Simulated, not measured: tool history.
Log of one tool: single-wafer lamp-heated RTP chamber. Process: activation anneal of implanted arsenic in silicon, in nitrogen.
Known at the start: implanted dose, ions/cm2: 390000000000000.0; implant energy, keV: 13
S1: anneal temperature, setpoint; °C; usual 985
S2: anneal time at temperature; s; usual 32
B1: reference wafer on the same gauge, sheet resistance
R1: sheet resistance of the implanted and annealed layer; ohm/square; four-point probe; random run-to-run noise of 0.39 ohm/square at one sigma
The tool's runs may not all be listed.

run,hour,S1,S2,B1,R1
1,0,962,32,248.06,262.21
2,10.5,962,32,248.05,262.28
3,25.5,962,32,247.98,262.62
4,31.5,985,22,248.04,261.87
5,41.6,1002,32,247.99,256.31
6,54,985,32,248.03,259.65
7,64.4,985,32,247.95,259.98
8,72.1,985,32,247.98,258.76
9,87,985,32,248,258.43
10,132,978,32,247.97,259.95
11,182.6,978,32,247.98,258.7
12,199.5,978,32,248,258.62
13,217.3,985,32,247.95,258.33
# hour 241.2: gauge calibrated
14,264,985,32,248.01,257.57
15,276.4,985,32,248.02,257.7
16,290.4,985,32,247.97,258.42
17,301.1,985,32,247.87,257.72
18,307.7,985,26,248.01,259.1
19,317.1,985,25,248.08,259.58
20,333.4,963,15,248.04,265.22
# hour 344.8: pyrometer window cleaned and pyrometer calibrated
# hour 354.2: reflector plate cleaned
21,354.7,956,17,247.9,266.01
22,355.5,975,32,248.03,260.83
23,371.3,976,41,248.01,258.59
24,388.2,985,32,248.03,258.53
25,398.8,985,32,247.95,259.68
26,414.2,985,32,248.03,259.48
27,423.1,985,14,248,264.57
28,432.6,1000,17,248,261.27
29,438.9,985,32,248,259.74
30,450.5,1012,21,247.99,258.13
31,466.4,1003,18,248.06,260.36
32,480.6,975,16,248.02,264.12
33,495.9,962,16,248.12,265.99
34,505.8,995,32,247.93,258
35,512.5,985,32,248.04,259.24
36,522.4,985,32,247.94,259.28
37,530.6,1008,32,248.03,254.93

Forecast each of these 3 alternatives for the next run:
A,531,960,32,?,?
B,531,1007,41,?,?
C,531,959,32,?,?

run,B1,R1
A,248.02,262.78
B,248.02,253.39
C,248.02,262.89
Take away the tool's hidden state, keep each run's random variation, and the runs would have read:
run,R1
A,263.05
B,253.99
C,263.16
